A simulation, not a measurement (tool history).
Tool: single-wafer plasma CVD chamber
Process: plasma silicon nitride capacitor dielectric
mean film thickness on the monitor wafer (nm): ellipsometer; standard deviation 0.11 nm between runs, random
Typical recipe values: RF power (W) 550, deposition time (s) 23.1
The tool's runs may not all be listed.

run    hour  RF power (W)  deposition time (s)  wafers since the last listed run  hours since the last RF generator calibration  hours since the showerhead was replaced  hours since the gauge calibration  read-back reference wafer on the same gauge, thickness_nm  mean film thickness on the monitor wafer (nm)
  1       0           520                 23.1                                 0                                          878.2                                   4616.5                             1661.3                                                      40.89                                          34.73
  2    54.5           520                 23.1                              1651                                          932.7                                     4671                             1715.8                                                     40.886                                         34.661
  3     120           520                 23.1                              1985                                          998.2                                   4736.5                             1781.3                                                     40.858                                         34.646
  4   203.9           550                 23.1                              2543                                         1082.1                                   4820.4                             1865.2                                                     40.898                                         34.775
  5   272.7           550                 23.1                              2085                                         1150.9                                   4889.2                               1934                                                     40.899                                         34.832
  6   333.5           550                 23.1                              1842                                         1211.7                                     4950                             1994.8                                                     40.897                                         34.876
      386.9  -- RF generator calibrated
  7   397.5           550                 25.1                              1697                                           10.6                                     5014                             2058.8                                                     40.835                                         38.523
  8   497.3           550                 23.1                              3025                                          110.4                                   5113.8                             2158.6                                                     40.892                                         35.361
  9   589.9           550                 23.1                              2806                                            203                                   5206.4                             2251.2                                                     40.877                                         35.234
 10   656.2           495                 23.1                              2009                                          269.3                                   5272.7                             2317.5                                                     40.917                                         34.395
 11     701           550                 21.6                              1357                                          314.1                                   5317.5                             2362.3                                                     40.896                                         33.055
 12   770.5           550                 21.6                              2106                                          383.6                                     5387                             2431.8                                                     40.834                                          32.85
 13   844.3           550                 23.1                              2236                                          457.4                                   5460.8                             2505.6                                                     40.886                                         35.027
 14     882           550                 23.1                              1142                                          495.1                                   5498.5                             2543.3                                                     40.914                                             35
 15   965.8           590                 27.5                              2540                                          578.9                                   5582.3                             2627.1                                                     40.905                                         42.101
      980.6  -- gauge calibrated
 16  1006.6           510                 25.1                              1236                                          619.7                                   5623.1                                 26                                                     40.881                                         37.473
 17  1078.1           655                 25.9                              2167                                          691.2                                   5694.6                               97.5                                                     40.919                                         40.667
 18  1160.8           605                 23.1                              2506                                          773.9                                   5777.3                              180.2                                                     40.911                                         35.622
 19  1241.5           465                 25.2                              2446                                          854.6                                     5858                              260.9                                                     40.879                                         37.124
 20  1282.9           550                 23.1                              1254                                            896                                   5899.4                              302.3                                                     40.874                                         35.045
 21  1336.3           520                 23.1                              1618                                          949.4                                   5952.8                              355.7                                                     40.917                                         34.605
 22  1401.1           550                 19.5                              1964                                         1014.2                                   6017.6                              420.5                                                     40.885                                         29.633
     1511.6  -- showerhead replaced
     1584.3  -- RF generator calibrated
 23  1721.5           550                 23.1                              9226                                          137.2                                    209.9                              740.9                                                     40.895                                         35.211
 24  1825.2           510                 25.1                              3143                                          240.9                                    313.6                              844.6                                                     40.867                                         37.882
 25  1891.6           610                 19.4                              2012                                          307.3                                      380                                911                                                      40.96                                         30.303
 26  1929.3           590                 27.1                              1142                                            345                                    417.7                              948.7                                                     40.907                                         41.743
 27  2012.1           615                 23.1                              2509                                          427.8                                    500.5                             1031.5                                                     40.826                                         35.957
 28  2083.8           465                 18.9                              2173                                          499.5                                    572.2                             1103.2                                                     40.916                                         27.902
 29  2143.5           490                 25.7                              1809                                          559.2                                    631.9                             1162.9                                                     40.952                                         38.033

Entry by entry between the runs, the difference in hidden state between the last listed run before and the first listed run after:
Runs 6 to 7: RF generator calibrated (hour 386.9)
  delivered RF power above the setpoint (%): -9.15 -> -0.448
  what was measured, less what the result would be without the hidden state, mean film thickness on the monitor wafer (nm): -0.602 -> -0.032
Runs 15 to 16: gauge calibrated (hour 980.6)
  delivered RF power above the setpoint (%): -4.3 -> -4.57
  what was measured, less what the result would be without the hidden state, mean film thickness on the monitor wafer (nm): -0.335 -> -0.317
Runs 22 to 23: showerhead replaced (hour 1511.6); RF generator calibrated (hour 1584.3)
  delivered RF power above the setpoint (%): -7.25 -> -1.19
  what was measured, less what the result would be without the hidden state, mean film thickness on the monitor wafer (nm): -0.402 -> -0.076
